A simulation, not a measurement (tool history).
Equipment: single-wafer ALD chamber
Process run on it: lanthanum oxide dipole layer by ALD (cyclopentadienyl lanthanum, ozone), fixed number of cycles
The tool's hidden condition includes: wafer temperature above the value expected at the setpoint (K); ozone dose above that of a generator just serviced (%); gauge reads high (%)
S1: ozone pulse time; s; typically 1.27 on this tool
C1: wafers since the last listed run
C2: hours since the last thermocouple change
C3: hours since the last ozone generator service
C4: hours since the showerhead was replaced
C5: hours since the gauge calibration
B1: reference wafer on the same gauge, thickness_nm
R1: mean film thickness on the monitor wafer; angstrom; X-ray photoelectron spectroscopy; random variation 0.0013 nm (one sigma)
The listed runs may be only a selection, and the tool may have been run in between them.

run	day	S1	C1	C2	C3	C4	C5	B1	R1
1	0.000	1.27	0	1048.0	133.9	6620.0	183.7	0.554	5.10
2	1.929	1.11	868	1094.3	180.2	6666.3	230.0	0.555	4.97
3	3.283	1.27	609	1126.8	212.7	6698.8	262.5	0.554	5.10
4	4.075	1.27	356	1145.8	231.7	6717.8	281.5	0.554	5.08
5	5.471	1.27	628	1179.3	265.2	6751.3	315.0	0.554	5.08
6	6.771	0.88	585	1210.5	296.4	6782.5	346.2	0.554	4.60
7	7.392	1.27	279	1225.4	311.3	6797.4	361.1	0.554	5.06
8	8.571	1.27	530	1253.7	339.6	6825.7	389.4	0.554	5.04
# day 9.350: thermocouple changed; heater temperature recalibrated
9	9.792	1.27	399	10.6	368.9	6855.0	418.7	0.554	5.05
10	11.096	1.27	586	41.9	400.2	6886.3	450.0	0.553	5.03
# day 11.671: gauge calibrated
11	12.246	0.91	517	69.5	427.8	6913.9	13.8	0.554	4.60
12	13.192	1.27	425	92.2	450.5	6936.6	36.5	0.554	5.03
# day 13.812: showerhead replaced
13	14.238	1.43	320	117.3	475.6	10.2	61.6	0.554	5.14
14	15.258	0.81	459	141.8	500.1	34.7	86.1	0.554	4.43
15	15.858	1.27	270	156.2	514.5	49.1	100.5	0.554	4.99
# day 16.483: ozone generator serviced
16	16.583	1.44	176	173.6	2.4	66.5	117.9	0.554	5.25
17	17.925	0.77	603	205.8	34.6	98.7	150.1	0.553	4.52
18	19.204	1.57	575	236.5	65.3	129.4	180.8	0.554	5.31
19	20.246	0.95	468	261.5	90.3	154.4	205.8	0.554	4.76
20	21.254	1.73	453	285.7	114.5	178.6	230.0	0.553	5.34

4 options for the next run, each taken on its own from the tool as it stands now. Forecast them:
A	21.271	0.86	7	286.1	114.9	179.0	230.4	?	?
B	21.271	1.13	7	286.1	114.9	179.0	230.4	?	?
C	21.271	1.40	7	286.1	114.9	179.0	230.4	?	?
D	21.271	0.79	7	286.1	114.9	179.0	230.4	?	?

run	B1	R1
A	0.554	4.62
B	0.554	4.96
C	0.554	5.17
D	0.554	4.51
What these runs would have given with no unlogged condition in the tool:
run	R1
A	4.69
B	5.01
C	5.21
D	4.58

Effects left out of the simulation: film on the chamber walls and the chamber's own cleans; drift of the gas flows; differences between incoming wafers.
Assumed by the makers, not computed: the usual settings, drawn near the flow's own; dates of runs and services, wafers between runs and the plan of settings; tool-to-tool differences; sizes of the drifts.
